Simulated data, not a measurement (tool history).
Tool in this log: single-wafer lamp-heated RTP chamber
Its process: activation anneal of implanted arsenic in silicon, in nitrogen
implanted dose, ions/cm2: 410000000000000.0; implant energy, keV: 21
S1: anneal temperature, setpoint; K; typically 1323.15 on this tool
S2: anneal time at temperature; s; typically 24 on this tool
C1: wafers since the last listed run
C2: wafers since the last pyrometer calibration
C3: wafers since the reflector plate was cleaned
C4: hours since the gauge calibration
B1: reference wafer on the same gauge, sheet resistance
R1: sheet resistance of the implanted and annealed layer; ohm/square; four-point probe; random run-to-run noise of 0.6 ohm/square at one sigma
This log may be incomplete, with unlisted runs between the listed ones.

run	hour	S1	S2	C1	C2	C3	C4	B1	R1
1	0	1323.15	24	0	9063	2820	1388.1	263.81	249.63
# hour 67.8: pyrometer window cleaned and pyrometer calibrated
2	91.6	1323.15	24	1353	385	4173	1479.7	263.61	249.67
# hour 181.9: gauge calibrated
3	199.3	1323.15	24	1743	2129	5917	17.4	266.29	252
4	254.5	1347.15	24	893	3022	6811	72.6	266.13	246.73
5	317.7	1323.15	24	1023	4046	7834	135.8	266.15	251.94
6	386.5	1323.15	24	1113	5159	8948	204.6	265.83	251.77
# hour 495.6: reflector plate cleaned
7	496.1	1323.15	24	1644	6804	7	314.2	265.6	250.93
8	573.9	1323.15	24	1259	8064	1267	392	265.48	249.88
9	628.9	1323.15	24	890	8954	2157	447	265.32	250.99
# hour 724.2: pyrometer window cleaned and pyrometer calibrated
10	840.4	1323.15	24	3294	1881	5452	658.5	264.91	250.78
11	942.6	1323.15	24	1654	3536	7107	760.7	264.57	250.52
# hour 1157.8: reflector plate cleaned
12	1229.8	1335.15	24	4520	8056	1164	1047.9	263.94	247.7
13	1271.2	1335.15	24	670	8726	1835	1089.3	263.87	246.09
# hour 1286.2: pyrometer window cleaned and pyrometer calibrated
14	1354.9	1308.15	24	1225	1112	3060	1173	263.63	252.41
15	1404.3	1308.15	24	799	1912	3860	1222.4	263.59	252.7
16	1505.1	1308.15	24	1631	3544	5492	1323.2	263.34	252.32
17	1546	1309.15	19	662	4206	6154	1364.1	263.22	253.6
18	1646.4	1304.15	24	1625	5832	7780	1464.5	263.02	253.18
19	1748.7	1345.15	11	1656	7488	9436	1566.8	262.76	252.02
20	1852.3	1300.15	24	1677	9165	11113	1670.4	262.54	253
# hour 1868.6: reflector plate cleaned
# hour 1883.2: pyrometer window cleaned and pyrometer calibrated
21	1946.5	1332.15	33	1266	1025	1131	1764.6	262.31	244.6
# hour 1998.3: gauge calibrated
22	2047.1	1338.15	28	1628	2654	2760	48.8	266.23	247.78
23	2134.6	1323.15	13	1416	4070	4177	136.3	266.06	256.26
24	2218	1348.15	20	1350	5421	5527	219.7	265.83	248
25	2311	1314.15	17	1505	6926	7032	312.7	265.68	256.07
26	2351.8	1323.15	18	660	7587	7693	353.5	265.56	252.74
27	2446.4	1323.15	24	1531	9118	9225	448.1	265.27	250.42
# hour 2501.2: reflector plate cleaned
28	2541.7	1353.15	24	1413	10532	655	543.4	265.07	243.8
# hour 2595.9: pyrometer window cleaned and pyrometer calibrated
29	2624.8	1352.15	13	1215	467	1870	626.5	264.86	251.14
30	2701	1323.15	24	1233	1701	3104	702.7	264.71	250.1
31	2808.5	1308.15	35	1740	3441	4845	810.2	264.41	250.32
32	2878.8	1307.15	30	1138	4579	5983	880.5	264.34	251.58
33	2978.9	1323.15	24	1620	6200	7603	980.6	264.14	249.6
34	3064.7	1323.15	31	1389	7589	8992	1066.4	263.88	246.78
35	3107.2	1323.15	24	688	8277	9681	1108.9	263.85	249.36
# hour 3160.5: reflector plate cleaned
# hour 3176.9: pyrometer window cleaned and pyrometer calibrated
36	3192.2	1310.15	35	1117	247	383	1193.9	263.65	248.92

3 options for the next run, each taken on its own from the tool as it stands now. Forecast them:
A	3192.6	1323.15	24	6	253	390	1194.3	?	?
B	3192.6	1297.15	24	6	253	390	1194.3	?	?
C	3192.6	1303.15	24	6	253	390	1194.3	?	?

run	B1	R1
A	263.72	249.36
B	263.72	254.01
C	263.72	253.04
The same runs, with their run-to-run variation unchanged, on a tool lacking any hidden condition would have given:
run	R1
A	251.59
B	256.28
C	255.29

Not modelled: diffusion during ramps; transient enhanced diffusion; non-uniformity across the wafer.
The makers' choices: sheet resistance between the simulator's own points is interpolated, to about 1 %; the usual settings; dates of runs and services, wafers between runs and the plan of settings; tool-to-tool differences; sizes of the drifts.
